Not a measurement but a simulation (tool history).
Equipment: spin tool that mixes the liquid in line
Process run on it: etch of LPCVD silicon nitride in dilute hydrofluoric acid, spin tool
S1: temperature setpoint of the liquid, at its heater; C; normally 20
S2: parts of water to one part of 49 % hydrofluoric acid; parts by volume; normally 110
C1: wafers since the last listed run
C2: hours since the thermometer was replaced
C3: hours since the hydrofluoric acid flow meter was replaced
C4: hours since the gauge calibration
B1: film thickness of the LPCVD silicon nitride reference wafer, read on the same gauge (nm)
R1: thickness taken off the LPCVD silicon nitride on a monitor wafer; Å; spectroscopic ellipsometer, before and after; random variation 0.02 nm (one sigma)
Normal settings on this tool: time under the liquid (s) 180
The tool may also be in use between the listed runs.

Run 1, hour 0: usual settings but S2 95 parts by volume; C1 0; C2 908.6; C3 899.5; C4 172.7; B1 39.98. Result: R1 5.75 Å.
Run 2, hour 17.7: usual settings; C1 73; C2 926.3; C3 917.2; C4 190.4; B1 40.004. Result: R1 4.85 Å.
Run 3, hour 30.7: usual settings; C1 54; C2 939.3; C3 930.2; C4 203.4; B1 40.027. Result: R1 5.25 Å.
Run 4, hour 59.9: usual settings; C1 121; C2 968.5; C3 959.4; C4 232.6; B1 40.011. Result: R1 5.17 Å.
Run 5, hour 84.7: usual settings; C1 103; C2 993.3; C3 984.2; C4 257.4; B1 40.007. Result: R1 4.88 Å.
Run 6, hour 105.6: usual settings; C1 87; C2 1014.2; C3 1005.1; C4 278.3; B1 39.957. Result: R1 4.77 Å.
Run 7, hour 137.1: usual settings but time under the liquid (s) 210; C1 131; C2 1045.7; C3 1036.6; C4 309.8; B1 40.015. Result: R1 6.27 Å.
At hour 158.5: hydrofluoric acid flow meter replaced.
Run 8, hour 168.3: usual settings; C1 126; C2 1076.9; C3 9.8; C4 341; B1 39.969. Result: R1 4.7 Å.
Run 9, hour 183.7: usual settings but time under the liquid (s) 235; C1 64; C2 1092.3; C3 25.2; C4 356.4; B1 40.011. Result: R1 6.64 Å.
Run 10, hour 203.8: usual settings but time under the liquid (s) 235; C1 83; C2 1112.4; C3 45.3; C4 376.5; B1 40.027. Result: R1 6.24 Å.
Run 11, hour 217.5: usual settings; C1 57; C2 1126.1; C3 59; C4 390.2; B1 40.009. Result: R1 5.1 Å.
Run 12, hour 252.6: usual settings but S2 130 parts by volume, time under the liquid (s) 230; C1 146; C2 1161.2; C3 94.1; C4 425.3; B1 39.986. Result: R1 5.48 Å.
Run 13, hour 281.9: usual settings but S1 17 C, S2 90 parts by volume, time under the liquid (s) 80; C1 122; C2 1190.5; C3 123.4; C4 454.6; B1 39.976. Result: R1 2.08 Å.
Run 14, hour 308.2: usual settings but S1 17 C; C1 109; C2 1216.8; C3 149.7; C4 480.9; B1 39.989. Result: R1 4.19 Å.
Run 15, hour 320.8: usual settings but S1 17 C, S2 150 parts by volume, time under the liquid (s) 115; C1 52; C2 1229.4; C3 162.3; C4 493.5; B1 39.98. Result: R1 1.91 Å.
Run 16, hour 349.8: usual settings but time under the liquid (s) 235; C1 121; C2 1258.4; C3 191.3; C4 522.5; B1 39.987. Result: R1 7.23 Å.
Run 17, hour 379.1: usual settings but S2 135 parts by volume, time under the liquid (s) 275; C1 122; C2 1287.7; C3 220.6; C4 551.8; B1 39.97. Result: R1 6.15 Å.
Run 18, hour 414.2: usual settings; C1 146; C2 1322.8; C3 255.7; C4 586.9; B1 39.986. Result: R1 5.11 Å.
Run 19, hour 430.1: usual settings but S1 18.5 C, S2 85 parts by volume, time under the liquid (s) 150; C1 66; C2 1338.7; C3 271.6; C4 602.8; B1 40.008. Result: R1 4.83 Å.
Run 20, hour 465.4: usual settings but S1 24 C, S2 80 parts by volume, time under the liquid (s) 75; C1 147; C2 1374; C3 306.9; C4 638.1; B1 39.991. Result: R1 3.67 Å.
Run 21, hour 487.5: usual settings but S1 22 C, S2 140 parts by volume, time under the liquid (s) 220; C1 92; C2 1396.1; C3 329; C4 660.2; B1 39.955. Result: R1 5.49 Å.
Run 22, hour 505.5: usual settings; C1 75; C2 1414.1; C3 347; C4 678.2; B1 39.976. Result: R1 5.26 Å.
At hour 525.3: gauge calibrated.
At hour 538.7: thermometer replaced.
Run 23, hour 539.7: usual settings but S1 17 C, S2 65 parts by volume, time under the liquid (s) 125; C1 138; C2 1; C3 381.2; C4 14.4; B1 40.051. Result: R1 4.52 Å.
Run 24, hour 560.1: usual settings; C1 85; C2 21.4; C3 401.6; C4 34.8; B1 39.95. Result: R1 5.43 Å.
Run 25, hour 594.4: usual settings but S1 22 C, S2 85 parts by volume, time under the liquid (s) 255; C1 143; C2 55.7; C3 435.9; C4 69.1; B1 39.959. Result: R1 10.59 Å.

Predict the results of run 26:
Run 26, hour 617.9: usual settings; C1 98; C2 79.2; C3 459.4; C4 92.6; B1 ?. Result: R1 ?.

{"run 26": {"B1": 40, "R1": 5.12}}
Minus the tool's unlogged condition, the same run would have read R1 5.12 Å.
